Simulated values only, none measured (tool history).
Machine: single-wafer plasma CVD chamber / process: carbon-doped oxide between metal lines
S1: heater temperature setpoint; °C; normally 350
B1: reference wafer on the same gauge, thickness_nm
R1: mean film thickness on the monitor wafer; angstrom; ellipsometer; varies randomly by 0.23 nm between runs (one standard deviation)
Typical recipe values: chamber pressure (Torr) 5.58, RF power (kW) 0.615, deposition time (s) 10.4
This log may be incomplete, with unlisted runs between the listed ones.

run 1 hour=0 | S1=359 chamber_pressure_(Torr)=5.58 RF_power_(kW)=0.615 deposition_time_(s)=10.4 | B1=76.605 | R1=634.73
run 2 hour=45.6 | S1=359 chamber_pressure_(Torr)=5.58 RF_power_(kW)=0.615 deposition_time_(s)=10.4 | B1=76.564 | R1=635.87
run 3 hour=100.8 | S1=350 chamber_pressure_(Torr)=5.58 RF_power_(kW)=0.615 deposition_time_(s)=10.4 | B1=76.581 | R1=648.35
run 4 hour=148.7 | S1=350 chamber_pressure_(Torr)=5.58 RF_power_(kW)=0.615 deposition_time_(s)=10.4 | B1=76.62 | R1=651.36
-- hour=315 RF generator calibrated
run 5 hour=320.3 | S1=350 chamber_pressure_(Torr)=5.58 RF_power_(kW)=0.615 deposition_time_(s)=10.4 | B1=76.604 | R1=649.05
run 6 hour=347.3 | S1=350 chamber_pressure_(Torr)=5.58 RF_power_(kW)=0.615 deposition_time_(s)=10.4 | B1=76.607 | R1=648.4
run 7 hour=410.3 | S1=350 chamber_pressure_(Torr)=5.58 RF_power_(kW)=0.615 deposition_time_(s)=10.4 | B1=76.565 | R1=648.44
run 8 hour=481.4 | S1=350 chamber_pressure_(Torr)=5.58 RF_power_(kW)=0.615 deposition_time_(s)=10.4 | B1=76.585 | R1=648.66
run 9 hour=528.9 | S1=350 chamber_pressure_(Torr)=5.58 RF_power_(kW)=0.615 deposition_time_(s)=10.4 | B1=76.53 | R1=650.59
run 10 hour=564.3 | S1=350 chamber_pressure_(Torr)=5.58 RF_power_(kW)=0.615 deposition_time_(s)=10.4 | B1=76.63 | R1=652.29
-- hour=588.8 thermocouple changed; heater temperature recalibrated
run 11 hour=590.9 | S1=350 chamber_pressure_(Torr)=4.53 RF_power_(kW)=0.615 deposition_time_(s)=11.8 | B1=76.616 | R1=721.59
-- hour=612.7 gauge calibrated
-- hour=619.3 showerhead replaced
run 12 hour=659.1 | S1=362 chamber_pressure_(Torr)=4.39 RF_power_(kW)=0.565 deposition_time_(s)=9.6 | B1=76.606 | R1=524.93
-- hour=668 capacitance manometer re-zeroed and calibrated
run 13 hour=724 | S1=341 chamber_pressure_(Torr)=5.58 RF_power_(kW)=0.615 deposition_time_(s)=10.4 | B1=76.53 | R1=670.13
run 14 hour=763.3 | S1=350 chamber_pressure_(Torr)=5.58 RF_power_(kW)=0.615 deposition_time_(s)=10.4 | B1=76.595 | R1=647.66
run 15 hour=810.8 | S1=350 chamber_pressure_(Torr)=5.58 RF_power_(kW)=0.615 deposition_time_(s)=10.4 | B1=76.556 | R1=645.73
run 16 hour=847.1 | S1=350 chamber_pressure_(Torr)=5.58 RF_power_(kW)=0.615 deposition_time_(s)=10.4 | B1=76.591 | R1=652.34
run 17 hour=885.3 | S1=342 chamber_pressure_(Torr)=5.58 RF_power_(kW)=0.545 deposition_time_(s)=10.4 | B1=76.605 | R1=609.81
run 18 hour=921.4 | S1=350 chamber_pressure_(Torr)=6.16 RF_power_(kW)=0.615 deposition_time_(s)=8.7 | B1=76.556 | R1=550.58
run 19 hour=986.7 | S1=350 chamber_pressure_(Torr)=5.58 RF_power_(kW)=0.615 deposition_time_(s)=8.9 | B1=76.566 | R1=560.31

Consider 5 possible next runs. They are alternatives, not a sequence: every one starts from the tool as it was left by run 19. What does each give?
run A hour=987.1 | S1=350 chamber_pressure_(Torr)=5.58 RF_power_(kW)=0.615 deposition_time_(s)=10.4 | B1=? | R1=?
run B hour=987.1 | S1=338 chamber_pressure_(Torr)=5.98 RF_power_(kW)=0.615 deposition_time_(s)=10.4 | B1=? | R1=?
run C hour=987.1 | S1=363 chamber_pressure_(Torr)=5.58 RF_power_(kW)=0.615 deposition_time_(s)=10.4 | B1=? | R1=?
run D hour=987.1 | S1=350 chamber_pressure_(Torr)=5.58 RF_power_(kW)=0.685 deposition_time_(s)=10.4 | B1=? | R1=?
run E hour=987.1 | S1=350 chamber_pressure_(Torr)=6.51 RF_power_(kW)=0.515 deposition_time_(s)=10.4 | B1=? | R1=?

run=A B1=76.632 R1=655.71
run=B B1=76.632 R1=688.89
run=C B1=76.632 R1=630.78
run=D B1=76.632 R1=710.43
run=E B1=76.632 R1=579.07
With no hidden state in the tool, these same runs would have given:
run=A R1=655.71
run=B R1=688.89
run=C R1=630.78
run=D R1=710.43
run=E R1=579.07
